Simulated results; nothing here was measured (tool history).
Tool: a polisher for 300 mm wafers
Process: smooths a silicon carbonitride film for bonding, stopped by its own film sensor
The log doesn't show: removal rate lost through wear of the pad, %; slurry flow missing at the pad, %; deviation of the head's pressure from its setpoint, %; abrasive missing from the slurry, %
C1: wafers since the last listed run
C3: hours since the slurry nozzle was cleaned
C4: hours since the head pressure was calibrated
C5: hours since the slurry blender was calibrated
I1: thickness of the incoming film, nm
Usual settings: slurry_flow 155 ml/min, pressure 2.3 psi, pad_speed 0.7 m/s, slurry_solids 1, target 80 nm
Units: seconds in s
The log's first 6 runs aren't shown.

run 7 day=17.25 | slurry_flow=155 pressure=2.3 pad_speed=0.54 slurry_solids=1 target=80 | C1=449 wafers_polished_on_this_pad=3492 C3=570.9 C4=726.8 C5=455.8 | I1=101.6 | seconds=167.5
-- day=18.275 slurry blender recalibrated
-- day=18.829 worn pad replaced by a new one
run 8 day=19.933 | slurry_flow=155 pressure=2.3 pad_speed=0.54 slurry_solids=1 target=80 | C1=483 wafers_polished_on_this_pad=219 C3=635.3 C4=791.2 C5=39.8 | I1=100.9 | seconds=129.2
-- day=20.038 slurry nozzle cleaned
run 9 day=22.258 | slurry_flow=155 pressure=2.3 pad_speed=0.7 slurry_solids=1 target=80 | C1=453 wafers_polished_on_this_pad=672 C3=53.3 C4=847 C5=95.6 | I1=99.8 | seconds=101.8
run 10 day=24.154 | slurry_flow=155 pressure=2.3 pad_speed=0.7 slurry_solids=1 target=80 | C1=376 wafers_polished_on_this_pad=1049 C3=98.8 C4=892.5 C5=141.1 | I1=98.9 | seconds=95.6
run 11 day=27.088 | slurry_flow=155 pressure=1.8 pad_speed=0.92 slurry_solids=1.15 target=73 | C1=582 wafers_polished_on_this_pad=1631 C3=169.2 C4=962.9 C5=211.5 | I1=100.9 | seconds=146.9
run 12 day=28.179 | slurry_flow=180 pressure=2.3 pad_speed=0.7 slurry_solids=1 target=80 | C1=216 wafers_polished_on_this_pad=1848 C3=195.4 C4=989.1 C5=237.7 | I1=100 | seconds=106.1
run 13 day=29.667 | slurry_flow=155 pressure=1.6 pad_speed=0.54 slurry_solids=1.25 target=80 | C1=295 wafers_polished_on_this_pad=2143 C3=231.1 C4=1024.8 C5=273.4 | I1=100 | seconds=180.3
-- day=30.133 head pressure recalibrated
run 14 day=30.95 | slurry_flow=155 pressure=2.3 pad_speed=0.7 slurry_solids=1.2 target=80 | C1=238 wafers_polished_on_this_pad=2382 C3=261.9 C4=19.6 C5=304.2 | I1=100.1 | seconds=104.3
run 15 day=32.662 | slurry_flow=155 pressure=2.3 pad_speed=0.62 slurry_solids=1 target=80 | C1=340 wafers_polished_on_this_pad=2722 C3=303 C4=60.7 C5=345.3 | I1=99.3 | seconds=124.5
run 16 day=35.262 | slurry_flow=155 pressure=2.3 pad_speed=0.7 slurry_solids=1 target=80 | C1=516 wafers_polished_on_this_pad=3238 C3=365.4 C4=123.1 C5=407.7 | I1=99.4 | seconds=121.1
-- day=36.783 slurry blender recalibrated
run 17 day=37.879 | slurry_flow=155 pressure=2.3 pad_speed=0.7 slurry_solids=1 target=80 | C1=503 wafers_polished_on_this_pad=3741 C3=428.2 C4=185.9 C5=26.3 | I1=102 | seconds=125.6
-- day=38.775 worn pad replaced by a new one
run 18 day=39.171 | slurry_flow=120 pressure=2.3 pad_speed=0.62 slurry_solids=1 target=78 | C1=223 wafers_polished_on_this_pad=78 C3=459.2 C4=216.9 C5=57.3 | I1=99.4 | seconds=119.7
run 19 day=42 | slurry_flow=155 pressure=2.3 pad_speed=0.7 slurry_solids=1 target=80 | C1=561 wafers_polished_on_this_pad=640 C3=527.1 C4=284.8 C5=125.2 | I1=98.3 | seconds=90.5
run 20 day=44.729 | slurry_flow=155 pressure=2.3 pad_speed=0.7 slurry_solids=1 target=80 | C1=542 wafers_polished_on_this_pad=1182 C3=592.6 C4=350.3 C5=190.7 | I1=100.2 | seconds=106.9
run 21 day=47.483 | slurry_flow=155 pressure=2.6 pad_speed=0.7 slurry_solids=1 target=80 | C1=546 wafers_polished_on_this_pad=1729 C3=658.7 C4=416.4 C5=256.8 | I1=99.2 | seconds=91
run 22 day=48.742 | slurry_flow=140 pressure=2.3 pad_speed=0.7 slurry_solids=1.3 target=83 | C1=249 wafers_polished_on_this_pad=1979 C3=688.9 C4=446.6 C5=287 | I1=101 | seconds=87.1
-- day=49.946 slurry nozzle cleaned
run 23 day=50.383 | slurry_flow=190 pressure=1.5 pad_speed=0.7 slurry_solids=1 target=80 | C1=317 wafers_polished_on_this_pad=2297 C3=10.5 C4=486 C5=326.4 | I1=100.6 | seconds=175.8
run 24 day=53.338 | slurry_flow=105 pressure=2.3 pad_speed=0.7 slurry_solids=1 target=80 | C1=586 wafers_polished_on_this_pad=2884 C3=81.4 C4=556.9 C5=397.3 | I1=99.1 | seconds=115.5
run 25 day=54.35 | slurry_flow=100 pressure=2.3 pad_speed=0.7 slurry_solids=1 target=80 | C1=201 wafers_polished_on_this_pad=3085 C3=105.7 C4=581.2 C5=421.6 | I1=99.8 | seconds=125.2
-- day=55.388 slurry blender recalibrated
run 26 day=55.696 | slurry_flow=155 pressure=2.3 pad_speed=0.7 slurry_solids=1 target=80 | C1=250 wafers_polished_on_this_pad=3335 C3=138 C4=613.5 C5=7.4 | I1=100.9 | seconds=118.4
-- day=55.958 worn pad replaced by a new one
run 27 day=56.779 | slurry_flow=170 pressure=2.3 pad_speed=0.7 slurry_solids=1 target=85 | C1=182 wafers_polished_on_this_pad=162 C3=164 C4=639.5 C5=33.4 | I1=100 | seconds=74.7
run 28 day=58.858 | slurry_flow=180 pressure=2.5 pad_speed=0.92 slurry_solids=0.75 target=80 | C1=412 wafers_polished_on_this_pad=575 C3=213.9 C4=689.4 C5=83.3 | I1=102 | seconds=87.4
run 29 day=60.833 | slurry_flow=155 pressure=2.8 pad_speed=0.9 slurry_solids=1 target=80 | C1=392 wafers_polished_on_this_pad=968 C3=261.3 C4=736.8 C5=130.7 | I1=101.2 | seconds=72.1
run 30 day=63.262 | slurry_flow=200 pressure=2 pad_speed=0.7 slurry_solids=1 target=74 | C1=482 wafers_polished_on_this_pad=1450 C3=319.6 C4=795.1 C5=189 | I1=97.9 | seconds=137.5

Forecast each of these 4 alternatives for the next run:
run A day=63.283 | slurry_flow=155 pressure=1.6 pad_speed=0.7 slurry_solids=1 target=80 | C1=4 wafers_polished_on_this_pad=1454 C3=320.1 C4=795.6 C5=189.5 | I1=99.7 | seconds=?
run B day=63.283 | slurry_flow=155 pressure=1.8 pad_speed=0.84 slurry_solids=1 target=80 | C1=4 wafers_polished_on_this_pad=1454 C3=320.1 C4=795.6 C5=189.5 | I1=99.7 | seconds=?
run C day=63.283 | slurry_flow=140 pressure=2.3 pad_speed=0.48 slurry_solids=1 target=82 | C1=4 wafers_polished_on_this_pad=1454 C3=320.1 C4=795.6 C5=189.5 | I1=99.7 | seconds=?
run D day=63.283 | slurry_flow=155 pressure=2.3 pad_speed=0.7 slurry_solids=1 target=75 | C1=4 wafers_polished_on_this_pad=1454 C3=320.1 C4=795.6 C5=189.5 | I1=99.7 | seconds=?

run=A seconds=145.9
run=B seconds=112.1
run=C seconds=124.7
run=D seconds=127.2
Without the tool's hidden state the same runs would have given:
run=A seconds=139
run=B seconds=106.8
run=C seconds=118.8
run=D seconds=121.2
